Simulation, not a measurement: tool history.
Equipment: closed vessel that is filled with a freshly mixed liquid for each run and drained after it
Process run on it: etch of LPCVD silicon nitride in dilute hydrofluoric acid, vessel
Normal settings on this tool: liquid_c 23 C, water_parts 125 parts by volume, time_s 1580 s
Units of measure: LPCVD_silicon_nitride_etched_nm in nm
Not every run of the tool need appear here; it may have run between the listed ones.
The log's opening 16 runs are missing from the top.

run    hour  liquid_c  water_parts  time_s  read-back film thickness of the LPCVD silicon nitride reference wafer, read on the same gauge (nm)  LPCVD_silicon_nitride_etched_nm
 17   726.7      24.5          185    1580                                                                                              150.01                             3.86
 18   782.9        23          165    1580                                                                                              149.98                             3.89
 19   822.1        28          125     665                                                                                              150.02                             2.99
 20   851.2        23           80    2480                                                                                                 150                            12.46
 21   881.6        23          150    1580                                                                                              150.01                             4.23
 22   914.8      26.5           95    1290                                                                                              149.97                             6.74
     1008.3  -- hydrofluoric acid flow meter replaced
 23  1014.2      18.5          150    1580                                                                                              150.01                             3.24
 24  1086.1      26.5          165    2150                                                                                              150.01                             6.68
 25  1116.5        28          125     665                                                                                              149.99                             2.99
 26    1184        23          125    1580                                                                                              149.95                             5.07
 27  1217.4        23          105    2525                                                                                              150.03                              9.6
 28  1253.4        23          125    2095                                                                                                 150                             6.66
 29  1319.1        23          180    1580                                                                                              150.01                             3.45
 30  1367.7        23          125    1580                                                                                              149.98                             4.93
 31  1430.8        23          125    1580                                                                                              150.02                             4.88
 32  1470.9        23          125    1580                                                                                              150.01                             4.86

What if the next run were any one of these 4? Each begins from the tool's condition after run 32:
  A  1472        23          125     915                                                                                                   ?                                ?
  B  1472        20           75    1580                                                                                                   ?                                ?
  C  1472        21          185    1905                                                                                                   ?                                ?
  D  1472      26.5          125    1580                                                                                                   ?                                ?

run  read-back film thickness of the LPCVD silicon nitride reference wafer, read on the same gauge (nm)  LPCVD_silicon_nitride_etched_nm
  A                                                                                              150.02                              2.8
  B                                                                                              150.02                             6.49
  C                                                                                              150.02                             3.48
  D                                                                                              150.02                             6.06
What these runs would have given with no unlogged condition in the tool:
run  LPCVD_silicon_nitride_etched_nm
  A                              3.2
  B                             7.45
  C                             3.98
  D                             6.93
